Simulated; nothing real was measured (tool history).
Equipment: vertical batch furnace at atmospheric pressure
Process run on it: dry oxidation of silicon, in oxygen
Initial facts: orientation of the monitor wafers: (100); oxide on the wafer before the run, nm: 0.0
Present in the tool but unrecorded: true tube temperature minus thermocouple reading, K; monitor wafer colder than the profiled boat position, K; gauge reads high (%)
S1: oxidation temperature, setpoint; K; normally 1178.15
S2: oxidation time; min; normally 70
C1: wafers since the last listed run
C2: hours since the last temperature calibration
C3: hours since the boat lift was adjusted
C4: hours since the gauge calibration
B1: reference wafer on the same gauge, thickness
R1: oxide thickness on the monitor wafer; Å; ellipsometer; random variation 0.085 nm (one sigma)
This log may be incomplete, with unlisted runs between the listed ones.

| run | hour | S1 | S2 | C1 | C2 | C3 | C4 | B1 | R1 |
|---|---|---|---|---|---|---|---|---|---|
| 1 | 0 | 1178.15 | 57 | 0 | 2006.4 | 3836.4 | 791.8 | 26.99 | 219.9 |
| 2 | 52.6 | 1178.15 | 57 | 725 | 2059 | 3889 | 844.4 | 27.02 | 218.3 |
| 3 | 86.5 | 1178.15 | 57 | 467 | 2092.9 | 3922.9 | 878.3 | 26.95 | 219.7 |
| 4 | 141.2 | 1178.15 | 48.5 | 754 | 2147.6 | 3977.6 | 933 | 26.99 | 198.1 |
| 5 | 185.3 | 1178.15 | 70 | 608 | 2191.7 | 4021.7 | 977.1 | 27.03 | 251.4 |
| 6 | 253.7 | 1178.15 | 70 | 943 | 2260.1 | 4090.1 | 1045.5 | 27.02 | 252.6 |
| 7 | 292.9 | 1178.15 | 70 | 540 | 2299.3 | 4129.3 | 1084.7 | 27.01 | 250.6 |
| 8 | 328.9 | 1178.15 | 70 | 496 | 2335.3 | 4165.3 | 1120.7 | 27.02 | 253.4 |
|  | 401.2 | gauge calibrated |
|  | 425.6 | thermocouples replaced and temperature profile calibrated |
| 9 | 465.9 | 1178.15 | 83 | 1559 | 40.3 | 4302.3 | 64.7 | 26.98 | 271.1 |
|  | 518.8 | boat lift adjusted |
| 10 | 519.3 | 1178.15 | 83 | 405 | 93.7 | 0.5 | 118.1 | 27 | 270.5 |
| 11 | 558.3 | 1161.15 | 44 | 538 | 132.7 | 39.5 | 157.1 | 27.01 | 149.9 |
| 12 | 599.2 | 1178.15 | 70 | 564 | 173.6 | 80.4 | 198 | 27.06 | 244.2 |
| 13 | 655.6 | 1169.15 | 58 | 778 | 230 | 136.8 | 254.4 | 27.02 | 197.6 |
| 14 | 710.5 | 1178.15 | 48.5 | 757 | 284.9 | 191.7 | 309.3 | 27.05 | 192.5 |
| 15 | 761.2 | 1171.15 | 42.5 | 699 | 335.6 | 242.4 | 360 | 27.04 | 165.5 |
| 16 | 792.9 | 1178.15 | 83 | 437 | 367.3 | 274.1 | 391.7 | 26.96 | 276.8 |
| 17 | 847.9 | 1192.15 | 52.5 | 758 | 422.3 | 329.1 | 446.7 | 26.99 | 233.8 |
| 18 | 916.4 | 1178.15 | 70 | 945 | 490.8 | 397.6 | 515.2 | 26.99 | 246.5 |
| 19 | 957.7 | 1171.15 | 93 | 569 | 532.1 | 438.9 | 556.5 | 26.96 | 278 |
| 20 | 1029.4 | 1201.15 | 97.5 | 989 | 603.8 | 510.6 | 628.2 | 27 | 389.4 |
| 21 | 1099.2 | 1201.15 | 60 | 963 | 673.6 | 580.4 | 698 | 26.99 | 282.6 |

Here are 3 independent what-if runs from the current tool condition. What would each one return?
| A | 1104.8 | 1155.15 | 70 | 77 | 679.2 | 586 | 703.6 | ? | ? |
| B | 1104.8 | 1164.15 | 87.5 | 77 | 679.2 | 586 | 703.6 | ? | ? |
| C | 1104.8 | 1197.15 | 70 | 77 | 679.2 | 586 | 703.6 | ? | ? |

| run | B1 | R1 |
|---|---|---|
| A | 27.01 | 196.5 |
| B | 27.01 | 250 |
| C | 27.01 | 299.4 |
What these runs would have given with no unlogged condition in the tool:
| run | R1 |
|---|---|
| A | 188.6 |
| B | 240.2 |
| C | 288.3 |
